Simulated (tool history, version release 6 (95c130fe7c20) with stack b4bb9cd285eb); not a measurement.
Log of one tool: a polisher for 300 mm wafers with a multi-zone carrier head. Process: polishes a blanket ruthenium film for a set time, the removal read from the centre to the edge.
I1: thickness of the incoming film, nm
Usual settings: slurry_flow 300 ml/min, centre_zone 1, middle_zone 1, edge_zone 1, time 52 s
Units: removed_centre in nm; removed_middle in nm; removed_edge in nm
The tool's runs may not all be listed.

Run 1, day 0: usual settings; I1 394.2. Result: removed_centre 33.9 nm, removed_middle 33.2 nm, removed_edge 33.4 nm.
Run 2, day 2.729: usual settings but slurry_flow 360 ml/min, centre_zone 1.08, edge_zone 1.1, time 40 s; I1 398.2. Result: removed_centre 28.9 nm, removed_middle 25.7 nm, removed_edge 27.2 nm.
Run 3, day 3.967: usual settings but slurry_flow 250 ml/min, edge_zone 0.97; I1 402. Result: removed_centre 33.8 nm, removed_middle 33.4 nm, removed_edge 33.1 nm.
Run 4, day 5.475: usual settings; I1 401.1. Result: removed_centre 34.8 nm, removed_middle 33.9 nm, removed_edge 34 nm.
Run 5, day 8.454: usual settings but centre_zone 0.93; I1 398.5. Result: removed_centre 32.2 nm, removed_middle 33.7 nm, removed_edge 33.7 nm.
Run 6, day 9.779: usual settings; I1 405. Result: removed_centre 34.1 nm, removed_middle 33.6 nm, removed_edge 34.2 nm.
Run 7, day 11.55: usual settings but centre_zone 0.95, middle_zone 1.09, edge_zone 1.08; I1 398.8. Result: removed_centre 32.8 nm, removed_middle 36.4 nm, removed_edge 34.5 nm.
Run 8, day 13.783: usual settings but centre_zone 0.93, time 42 s; I1 394.7. Result: removed_centre 26.2 nm, removed_middle 27.1 nm, removed_edge 27.2 nm.
Run 9, day 15.996: usual settings but centre_zone 0.97; I1 398.5. Result: removed_centre 33.2 nm, removed_middle 33.9 nm, removed_edge 33.6 nm.
Run 10, day 18.112: usual settings; I1 405. Result: removed_centre 34.4 nm, removed_middle 33.2 nm, removed_edge 33.9 nm.
Run 11, day 21.042: usual settings but slurry_flow 265 ml/min, middle_zone 0.92, edge_zone 1.04, time 40 s; I1 391.8. Result: removed_centre 26.2 nm, removed_middle 23.1 nm, removed_edge 26.1 nm.
Run 12, day 23.538: usual settings but centre_zone 0.91, middle_zone 1.08, edge_zone 1.05; I1 400.8. Result: removed_centre 31.4 nm, removed_middle 35.5 nm, removed_edge 34.2 nm.
Run 13, day 26.096: usual settings but slurry_flow 370 ml/min, centre_zone 1.08, middle_zone 0.92; I1 402.4. Result: removed_centre 37.1 nm, removed_middle 32 nm, removed_edge 34.2 nm.
Run 14, day 27.662: usual settings; I1 394.2. Result: removed_centre 34.7 nm, removed_middle 33.9 nm, removed_edge 33.9 nm.
Run 15, day 29.521: usual settings but centre_zone 0.97; I1 406.3. Result: removed_centre 33.5 nm, removed_middle 33.1 nm, removed_edge 33.9 nm.
Run 16, day 30.554: usual settings but centre_zone 0.93, middle_zone 0.89, edge_zone 0.94, time 67 s; I1 394.3. Result: removed_centre 41.1 nm, removed_middle 39 nm, removed_edge 42.5 nm.
Run 17, day 33.508: usual settings but centre_zone 1.04, time 62 s; I1 398.8. Result: removed_centre 41.8 nm, removed_middle 40.1 nm, removed_edge 39.9 nm.
Run 18, day 39.004: usual settings but slurry_flow 355 ml/min; I1 403.9. Result: removed_centre 34.4 nm, removed_middle 34.2 nm, removed_edge 34.5 nm.
Run 19, day 40.9: usual settings but slurry_flow 265 ml/min, edge_zone 0.92, time 60 s; I1 398.6. Result: removed_centre 38.7 nm, removed_middle 37.9 nm, removed_edge 37.5 nm.
Run 20, day 43.271: usual settings; I1 404.6. Result: removed_centre 34.1 nm, removed_middle 34.2 nm, removed_edge 33.3 nm.
Run 21, day 45.746: usual settings but centre_zone 1.09; I1 393.3. Result: removed_centre 37 nm, removed_middle 33.1 nm, removed_edge 33.6 nm.
Run 22, day 47.767: usual settings but time 61 s; I1 406.6. Result: removed_centre 40.3 nm, removed_middle 38.8 nm, removed_edge 39.7 nm.

Not shown: 6 entries that the log had between the listed runs. Between which runs, and how does the tool's hidden state differ before and after?
Between runs 1 and 2: carrier head's membrane replaced by a new one (day 1.212)
  no hidden state differs between the two runs
Between runs 6 and 7: worn pad replaced by a new one (day 11.471)
  no hidden state differs between the two runs
Between runs 9 and 10: slurry nozzle cleaned (day 17.404)
  no hidden state differs between the two runs
Between runs 16 and 17: worn pad replaced by a new one (day 31.846); edge zone pressure recalibrated (day 32.458)
  no hidden state differs between the two runs
Between runs 19 and 20: centre zone pressure recalibrated (day 41.9)
  no hidden state differs between the two runs
